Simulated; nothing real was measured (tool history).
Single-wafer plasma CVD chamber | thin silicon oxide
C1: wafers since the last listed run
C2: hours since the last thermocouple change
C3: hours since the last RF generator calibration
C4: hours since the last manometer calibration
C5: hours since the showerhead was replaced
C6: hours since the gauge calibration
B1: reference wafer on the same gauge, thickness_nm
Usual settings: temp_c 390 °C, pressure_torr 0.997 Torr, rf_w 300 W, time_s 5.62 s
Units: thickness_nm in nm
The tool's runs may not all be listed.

{"run": 1, "hour": 0.0, "temp_c": 390, "pressure_torr": 0.997, "rf_w": 300, "time_s": 5.62, "C1": 0, "C2": 529.9, "C3": 154.9, "C4": 712.2, "C5": 5608.6, "C6": 361.2, "B1": 10.687, "thickness_nm": 10.456}
{"run": 2, "hour": 90.0, "temp_c": 390, "pressure_torr": 0.997, "rf_w": 300, "time_s": 5.62, "C1": 2122, "C2": 619.9, "C3": 244.9, "C4": 802.2, "C5": 5698.6, "C6": 451.2, "B1": 10.687, "thickness_nm": 10.466}
{"run": 3, "hour": 159.9, "temp_c": 390, "pressure_torr": 0.997, "rf_w": 300, "time_s": 5.62, "C1": 1648, "C2": 689.8, "C3": 314.8, "C4": 872.1, "C5": 5768.5, "C6": 521.1, "B1": 10.701, "thickness_nm": 10.466}
{"run": 4, "hour": 226.1, "temp_c": 390, "pressure_torr": 0.997, "rf_w": 300, "time_s": 5.62, "C1": 1561, "C2": 756, "C3": 381, "C4": 938.3, "C5": 5834.7, "C6": 587.3, "B1": 10.719, "thickness_nm": 10.452}
{"run": 5, "hour": 304.9, "temp_c": 390, "pressure_torr": 0.997, "rf_w": 300, "time_s": 5.62, "C1": 1858, "C2": 834.8, "C3": 459.8, "C4": 1017.1, "C5": 5913.5, "C6": 666.1, "B1": 10.689, "thickness_nm": 10.413}
{"run": 6, "hour": 405.9, "temp_c": 390, "pressure_torr": 0.997, "rf_w": 300, "time_s": 5.62, "C1": 2382, "C2": 935.8, "C3": 560.8, "C4": 1118.1, "C5": 6014.5, "C6": 767.1, "B1": 10.703, "thickness_nm": 10.309}
{"run": 7, "hour": 492.5, "temp_c": 390, "pressure_torr": 1.137, "rf_w": 300, "time_s": 5.62, "C1": 2042, "C2": 1022.4, "C3": 647.4, "C4": 1204.7, "C5": 6101.1, "C6": 853.7, "B1": 10.713, "thickness_nm": 11.342}
{"run": 8, "hour": 594.4, "temp_c": 390, "pressure_torr": 1.137, "rf_w": 300, "time_s": 5.62, "C1": 2403, "C2": 1124.3, "C3": 749.3, "C4": 1306.6, "C5": 6203, "C6": 955.6, "B1": 10.685, "thickness_nm": 11.357}
{"run": 9, "hour": 640.5, "temp_c": 390, "pressure_torr": 1.092, "rf_w": 300, "time_s": 5.62, "C1": 1087, "C2": 1170.4, "C3": 795.4, "C4": 1352.7, "C5": 6249.1, "C6": 1001.7, "B1": 10.702, "thickness_nm": 10.945}
{"run": 10, "hour": 748.1, "temp_c": 390, "pressure_torr": 1.092, "rf_w": 300, "time_s": 5.62, "C1": 2537, "C2": 1278, "C3": 903, "C4": 1460.3, "C5": 6356.7, "C6": 1109.3, "B1": 10.684, "thickness_nm": 10.955}
{"hour": 774.5, "done": "thermocouple changed; heater temperature recalibrated"}
{"run": 11, "hour": 821.3, "temp_c": 379, "pressure_torr": 0.924, "rf_w": 300, "time_s": 5.62, "C1": 1537, "C2": 46.8, "C3": 976.2, "C4": 1533.5, "C5": 6429.9, "C6": 1182.5, "B1": 10.712, "thickness_nm": 9.965}
{"run": 12, "hour": 883.8, "temp_c": 379, "pressure_torr": 0.924, "rf_w": 300, "time_s": 5.62, "C1": 1474, "C2": 109.3, "C3": 1038.7, "C4": 1596, "C5": 6492.4, "C6": 1245, "B1": 10.689, "thickness_nm": 9.839}
{"run": 13, "hour": 956.9, "temp_c": 379, "pressure_torr": 0.924, "rf_w": 300, "time_s": 5.62, "C1": 1724, "C2": 182.4, "C3": 1111.8, "C4": 1669.1, "C5": 6565.5, "C6": 1318.1, "B1": 10.688, "thickness_nm": 9.817}
{"run": 14, "hour": 1027.1, "temp_c": 379, "pressure_torr": 0.924, "rf_w": 300, "time_s": 5.62, "C1": 1655, "C2": 252.6, "C3": 1182, "C4": 1739.3, "C5": 6635.7, "C6": 1388.3, "B1": 10.708, "thickness_nm": 9.789}
{"run": 15, "hour": 1112.3, "temp_c": 390, "pressure_torr": 1.092, "rf_w": 300, "time_s": 5.62, "C1": 2009, "C2": 337.8, "C3": 1267.2, "C4": 1824.5, "C5": 6720.9, "C6": 1473.5, "B1": 10.698, "thickness_nm": 11.048}
{"run": 16, "hour": 1150.8, "temp_c": 376, "pressure_torr": 0.997, "rf_w": 300, "time_s": 5.62, "C1": 908, "C2": 376.3, "C3": 1305.7, "C4": 1863, "C5": 6759.4, "C6": 1512, "B1": 10.698, "thickness_nm": 10.484}
{"hour": 1227.6, "done": "gauge calibrated"}
{"hour": 1238.7, "done": "RF generator calibrated"}
{"run": 17, "hour": 1239.2, "temp_c": 390, "pressure_torr": 0.997, "rf_w": 300, "time_s": 5.62, "C1": 1896, "C2": 464.7, "C3": 0.5, "C4": 1951.4, "C5": 6847.8, "C6": 11.6, "B1": 10.684, "thickness_nm": 10.428}
{"hour": 1291.5, "done": "capacitance manometer re-zeroed and calibrated"}
{"run": 18, "hour": 1338.2, "temp_c": 396, "pressure_torr": 0.92, "rf_w": 300, "time_s": 4.81, "C1": 2146, "C2": 563.7, "C3": 99.5, "C4": 46.7, "C5": 6946.8, "C6": 110.6, "B1": 10.699, "thickness_nm": 8.189}
{"run": 19, "hour": 1395.3, "temp_c": 390, "pressure_torr": 0.997, "rf_w": 300, "time_s": 5.62, "C1": 1346, "C2": 620.8, "C3": 156.6, "C4": 103.8, "C5": 7003.9, "C6": 167.7, "B1": 10.697, "thickness_nm": 10.129}
{"run": 20, "hour": 1450.0, "temp_c": 390, "pressure_torr": 0.997, "rf_w": 300, "time_s": 5.62, "C1": 1290, "C2": 675.5, "C3": 211.3, "C4": 158.5, "C5": 7058.6, "C6": 222.4, "B1": 10.716, "thickness_nm": 10.089}
{"run": 21, "hour": 1496.2, "temp_c": 394, "pressure_torr": 1.176, "rf_w": 300, "time_s": 6.7, "C1": 1089, "C2": 721.7, "C3": 257.5, "C4": 204.7, "C5": 7104.8, "C6": 268.6, "B1": 10.71, "thickness_nm": 13.283}
{"hour": 1547.8, "done": "showerhead replaced"}
{"run": 22, "hour": 1586.8, "temp_c": 390, "pressure_torr": 0.869, "rf_w": 320, "time_s": 6.57, "C1": 1948, "C2": 812.3, "C3": 348.1, "C4": 295.3, "C5": 39, "C6": 359.2, "B1": 10.698, "thickness_nm": 10.836}
{"hour": 1626.4, "done": "capacitance manometer re-zeroed and calibrated, repeated, since the last time left the tool worse"}
{"run": 23, "hour": 1637.4, "temp_c": 401, "pressure_torr": 1.099, "rf_w": 340, "time_s": 5.94, "C1": 1004, "C2": 862.9, "C3": 398.7, "C4": 11, "C5": 89.6, "C6": 409.8, "B1": 10.696, "thickness_nm": 12.916}
{"run": 24, "hour": 1716.7, "temp_c": 390, "pressure_torr": 0.997, "rf_w": 245, "time_s": 6.06, "C1": 1870, "C2": 942.2, "C3": 478, "C4": 90.3, "C5": 168.9, "C6": 489.1, "B1": 10.704, "thickness_nm": 9.708}
{"run": 25, "hour": 1824.4, "temp_c": 399, "pressure_torr": 0.997, "rf_w": 240, "time_s": 5.3, "C1": 2540, "C2": 1049.9, "C3": 585.7, "C4": 198, "C5": 276.6, "C6": 596.8, "B1": 10.689, "thickness_nm": 8.276}
{"run": 26, "hour": 1904.6, "temp_c": 399, "pressure_torr": 1.206, "rf_w": 300, "time_s": 5.62, "C1": 1891, "C2": 1130.1, "C3": 665.9, "C4": 278.2, "C5": 356.8, "C6": 677, "B1": 10.701, "thickness_nm": 11.958}
{"run": 27, "hour": 1956.7, "temp_c": 385, "pressure_torr": 0.997, "rf_w": 350, "time_s": 5.62, "C1": 1228, "C2": 1182.2, "C3": 718, "C4": 330.3, "C5": 408.9, "C6": 729.1, "B1": 10.702, "thickness_nm": 11.809}

The same runs without the tool's hidden state, with the same run-to-run variation:
The hidden state here: wafer temperature above the value expected at the setpoint (K); delivered RF power above the setpoint (%); true pressure above the setpoint (%); gauge reads high (%).
run=1 thickness_nm=10.782
run=2 thickness_nm=10.81
run=3 thickness_nm=10.821
run=4 thickness_nm=10.816
run=5 thickness_nm=10.785
run=6 thickness_nm=10.689
run=7 thickness_nm=11.714
run=8 thickness_nm=11.737
run=9 thickness_nm=11.314
run=10 thickness_nm=11.33
run=11 thickness_nm=10.404
run=12 thickness_nm=10.275
run=13 thickness_nm=10.255
run=14 thickness_nm=10.228
run=15 thickness_nm=11.439
run=16 thickness_nm=10.915
run=17 thickness_nm=10.859
run=18 thickness_nm=8.794
run=19 thickness_nm=10.867
run=20 thickness_nm=10.853
run=21 thickness_nm=14.138
run=22 thickness_nm=11.815
run=23 thickness_nm=12.929
run=24 thickness_nm=9.75
run=25 thickness_nm=8.343
run=26 thickness_nm=12.085
run=27 thickness_nm=11.951

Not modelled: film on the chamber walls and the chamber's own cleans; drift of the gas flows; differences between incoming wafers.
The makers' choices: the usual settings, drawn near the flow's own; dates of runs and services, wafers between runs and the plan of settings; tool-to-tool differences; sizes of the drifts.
